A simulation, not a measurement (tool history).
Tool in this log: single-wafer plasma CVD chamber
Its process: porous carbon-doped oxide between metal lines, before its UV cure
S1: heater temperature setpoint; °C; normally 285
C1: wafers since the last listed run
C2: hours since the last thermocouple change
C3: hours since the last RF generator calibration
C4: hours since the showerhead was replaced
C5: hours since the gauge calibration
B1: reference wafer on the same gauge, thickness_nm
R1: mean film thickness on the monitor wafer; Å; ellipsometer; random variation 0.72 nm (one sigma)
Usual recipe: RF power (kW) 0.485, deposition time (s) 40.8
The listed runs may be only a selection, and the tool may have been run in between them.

run 1 hour=0 | S1=285 RF_power_(kW)=0.485 deposition_time_(s)=40.8 | C1=0 C2=1537.5 C3=1797.9 C4=7358.7 C5=317.4 | B1=202.178 | R1=2289.48
run 2 hour=8.7 | S1=285 RF_power_(kW)=0.485 deposition_time_(s)=40.8 | C1=146 C2=1546.2 C3=1806.6 C4=7367.4 C5=326.1 | B1=201.853 | R1=2284.93
run 3 hour=25.9 | S1=285 RF_power_(kW)=0.485 deposition_time_(s)=40.8 | C1=288 C2=1563.4 C3=1823.8 C4=7384.6 C5=343.3 | B1=202.022 | R1=2266.4
run 4 hour=32.2 | S1=285 RF_power_(kW)=0.485 deposition_time_(s)=40.8 | C1=105 C2=1569.7 C3=1830.1 C4=7390.9 C5=349.6 | B1=202.208 | R1=2289.5
run 5 hour=49.1 | S1=285 RF_power_(kW)=0.485 deposition_time_(s)=40.8 | C1=283 C2=1586.6 C3=1847 C4=7407.8 C5=366.5 | B1=202.027 | R1=2281.71
run 6 hour=60.3 | S1=285 RF_power_(kW)=0.485 deposition_time_(s)=40.8 | C1=187 C2=1597.8 C3=1858.2 C4=7419 C5=377.7 | B1=201.852 | R1=2274.11
-- hour=72.6 showerhead replaced
run 7 hour=110.6 | S1=285 RF_power_(kW)=0.485 deposition_time_(s)=40.8 | C1=710 C2=1648.1 C3=1908.5 C4=38 C5=428 | B1=201.996 | R1=2265.94
-- hour=119.3 gauge calibrated
run 8 hour=132.1 | S1=285 RF_power_(kW)=0.485 deposition_time_(s)=40.8 | C1=360 C2=1669.6 C3=1930 C4=59.5 C5=12.8 | B1=201.857 | R1=2280.43
run 9 hour=147.5 | S1=285 RF_power_(kW)=0.485 deposition_time_(s)=40.8 | C1=258 C2=1685 C3=1945.4 C4=74.9 C5=28.2 | B1=202.005 | R1=2268.72
run 10 hour=155.8 | S1=285 RF_power_(kW)=0.485 deposition_time_(s)=40.8 | C1=139 C2=1693.3 C3=1953.7 C4=83.2 C5=36.5 | B1=202.238 | R1=2272.98
run 11 hour=172.8 | S1=285 RF_power_(kW)=0.485 deposition_time_(s)=40.8 | C1=285 C2=1710.3 C3=1970.7 C4=100.2 C5=53.5 | B1=201.975 | R1=2274.66
-- hour=220.5 RF generator calibrated
run 12 hour=221 | S1=285 RF_power_(kW)=0.485 deposition_time_(s)=40.8 | C1=674 C2=1758.5 C3=0.5 C4=148.4 C5=101.7 | B1=201.95 | R1=2403.72
run 13 hour=221.3 | S1=285 RF_power_(kW)=0.485 deposition_time_(s)=40.8 | C1=5 C2=1758.8 C3=0.8 C4=148.7 C5=102 | B1=202.059 | R1=2405.72
run 14 hour=237.7 | S1=285 RF_power_(kW)=0.485 deposition_time_(s)=32.9 | C1=275 C2=1775.2 C3=17.2 C4=165.1 C5=118.4 | B1=201.795 | R1=1946.37
run 15 hour=251.4 | S1=285 RF_power_(kW)=0.485 deposition_time_(s)=40.8 | C1=229 C2=1788.9 C3=30.9 C4=178.8 C5=132.1 | B1=202.202 | R1=2393.98
run 16 hour=259.5 | S1=277 RF_power_(kW)=0.56 deposition_time_(s)=44.1 | C1=135 C2=1797 C3=39 C4=186.9 C5=140.2 | B1=202.021 | R1=3002.93
run 17 hour=269 | S1=285 RF_power_(kW)=0.485 deposition_time_(s)=40.8 | C1=159 C2=1806.5 C3=48.5 C4=196.4 C5=149.7 | B1=201.875 | R1=2406.89
run 18 hour=284.3 | S1=292 RF_power_(kW)=0.485 deposition_time_(s)=40.8 | C1=256 C2=1821.8 C3=63.8 C4=211.7 C5=165 | B1=201.893 | R1=2275.02
-- hour=303.6 thermocouple changed; heater temperature recalibrated
run 19 hour=304.1 | S1=299 RF_power_(kW)=0.52 deposition_time_(s)=40.8 | C1=198 C2=0.5 C3=83.6 C4=231.5 C5=184.8 | B1=202.35 | R1=2274.28
run 20 hour=313.6 | S1=297 RF_power_(kW)=0.395 deposition_time_(s)=32.8 | C1=159 C2=10 C3=93.1 C4=241 C5=194.3 | B1=201.822 | R1=1530.05
run 21 hour=328 | S1=285 RF_power_(kW)=0.485 deposition_time_(s)=40.8 | C1=241 C2=24.4 C3=107.5 C4=255.4 C5=208.7 | B1=201.857 | R1=2397.28
run 22 hour=344.3 | S1=274 RF_power_(kW)=0.395 deposition_time_(s)=35.8 | C1=273 C2=40.7 C3=123.8 C4=271.7 C5=225 | B1=201.913 | R1=1949.77
run 23 hour=354.7 | S1=285 RF_power_(kW)=0.485 deposition_time_(s)=40.8 | C1=174 C2=51.1 C3=134.2 C4=282.1 C5=235.4 | B1=201.911 | R1=2398.24
run 24 hour=368.4 | S1=294 RF_power_(kW)=0.455 deposition_time_(s)=32.7 | C1=229 C2=64.8 C3=147.9 C4=295.8 C5=249.1 | B1=201.858 | R1=1729.71
run 25 hour=381.4 | S1=285 RF_power_(kW)=0.485 deposition_time_(s)=40.8 | C1=218 C2=77.8 C3=160.9 C4=308.8 C5=262.1 | B1=201.865 | R1=2393.2
run 26 hour=398.9 | S1=285 RF_power_(kW)=0.485 deposition_time_(s)=40.8 | C1=293 C2=95.3 C3=178.4 C4=326.3 C5=279.6 | B1=202.025 | R1=2371.98
run 27 hour=408.8 | S1=276 RF_power_(kW)=0.485 deposition_time_(s)=42.9 | C1=166 C2=105.2 C3=188.3 C4=336.2 C5=289.5 | B1=201.739 | R1=2660.97
run 28 hour=418.2 | S1=275 RF_power_(kW)=0.485 deposition_time_(s)=38.6 | C1=157 C2=114.6 C3=197.7 C4=345.6 C5=298.9 | B1=201.869 | R1=2428.69
run 29 hour=428.6 | S1=285 RF_power_(kW)=0.485 deposition_time_(s)=40.8 | C1=174 C2=125 C3=208.1 C4=356 C5=309.3 | B1=202.17 | R1=2384.34
run 30 hour=437.4 | S1=285 RF_power_(kW)=0.485 deposition_time_(s)=48.6 | C1=147 C2=133.8 C3=216.9 C4=364.8 C5=318.1 | B1=202.066 | R1=2811.14
run 31 hour=453.5 | S1=300 RF_power_(kW)=0.415 deposition_time_(s)=37.8 | C1=270 C2=149.9 C3=233 C4=380.9 C5=334.2 | B1=201.722 | R1=1776.73
run 32 hour=460.2 | S1=275 RF_power_(kW)=0.515 deposition_time_(s)=40.8 | C1=112 C2=156.6 C3=239.7 C4=387.6 C5=340.9 | B1=201.962 | R1=2641.5
run 33 hour=473.2 | S1=299 RF_power_(kW)=0.525 deposition_time_(s)=38.7 | C1=218 C2=169.6 C3=252.7 C4=400.6 C5=353.9 | B1=202.085 | R1=2164.72
run 34 hour=483.1 | S1=300 RF_power_(kW)=0.485 deposition_time_(s)=45.3 | C1=166 C2=179.5 C3=262.6 C4=410.5 C5=363.8 | B1=202.041 | R1=2362.47
run 35 hour=495.1 | S1=274 RF_power_(kW)=0.485 deposition_time_(s)=40.8 | C1=201 C2=191.5 C3=274.6 C4=422.5 C5=375.8 | B1=202.082 | R1=2575.45

Consider 3 possible next runs. They are alternatives, not a sequence: every one starts from the tool as it was left by run 35. What does each give?
run A hour=495.5 | S1=285 RF_power_(kW)=0.485 deposition_time_(s)=40.8 | C1=6 C2=191.9 C3=275 C4=422.9 C5=376.2 | B1=? | R1=?
run B hour=495.5 | S1=278 RF_power_(kW)=0.485 deposition_time_(s)=40.8 | C1=6 C2=191.9 C3=275 C4=422.9 C5=376.2 | B1=? | R1=?
run C hour=495.5 | S1=295 RF_power_(kW)=0.39 deposition_time_(s)=40.8 | C1=6 C2=191.9 C3=275 C4=422.9 C5=376.2 | B1=? | R1=?

run=A B1=202.168 R1=2367.8
run=B B1=202.168 R1=2490.27
run=C B1=202.168 R1=1881.96
With no hidden state in the tool, these same runs would have given:
run=A R1=2414.72
run=B R1=2539.62
run=C R1=1925.34
